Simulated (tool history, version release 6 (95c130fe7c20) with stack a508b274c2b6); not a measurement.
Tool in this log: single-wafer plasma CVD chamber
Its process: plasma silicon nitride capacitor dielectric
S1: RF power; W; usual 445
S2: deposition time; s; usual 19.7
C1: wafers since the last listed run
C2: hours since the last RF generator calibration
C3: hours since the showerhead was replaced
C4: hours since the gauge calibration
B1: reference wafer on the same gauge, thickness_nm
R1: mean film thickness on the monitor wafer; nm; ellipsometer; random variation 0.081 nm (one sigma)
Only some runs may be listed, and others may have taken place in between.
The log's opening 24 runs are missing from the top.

run    hour   S1    S2    C1      C2      C3      C4      B1      R1
 25  1983.4  445  19.7  1202   956.0  2730.1   919.3  28.044  27.947
 26  2039.4  535  17.6   685  1012.0  2786.1   975.3  28.082  26.719
 27  2091.3  475  15.8   635  1063.9  2838.0  1027.2  28.022  23.085
 28  2183.7  445  21.7  1131  1156.3  2930.4  1119.6  28.010  30.787
 29  2225.8  515  15.8   515  1198.4  2972.5  1161.7  27.977  23.628
     2319.6  -- RF generator calibrated
 30  2320.8  445  19.7  1065     1.2  3067.5  1256.7  27.986  27.964
 31  2382.9  445  19.7   760    63.3  3129.6  1318.8  27.943  28.049
 32  2427.4  385  19.7   544   107.8  3174.1  1363.3  27.970  26.572
 33  2505.3  445  19.7   953   185.7  3252.0  1441.2  27.935  27.979
     2521.4  -- showerhead replaced
 34  2569.3  445  19.7   685   249.7    47.9  1505.2  27.854  27.912
 35  2669.9  495  19.7  1231   350.3   148.5  1605.8  27.889  28.958
 36  2764.8  365  16.3  1161   445.2   243.4  1700.7  27.883  21.490
 37  2917.3  415  22.6  1867   597.7   395.9  1853.2  27.809  31.208
 38  2983.8  380  16.2   814   664.2   462.4  1919.7  27.837  21.631
 39  3052.2  490  16.2   837   732.6   530.8  1988.1  27.773  23.515
 40  3138.3  445  19.7  1054   818.7   616.9  2074.2  27.714  27.609
 41  3223.7  385  16.9  1045   904.1   702.3  2159.6  27.719  22.630

Forecast each of these 3 alternatives for the next run:
  A  3224.1  445  19.7   4  904.5  702.7  2160.0   ?   ?
  B  3224.1  470  17.4   4  904.5  702.7  2160.0   ?   ?
  C  3224.1  505  19.7   4  904.5  702.7  2160.0   ?   ?

run      B1      R1
  A  27.676  27.827
  B  27.676  25.038
  C  27.676  29.041
What these runs would have given with no unlogged condition in the tool:
run      R1
  A  28.623
  B  25.754
  C  29.871
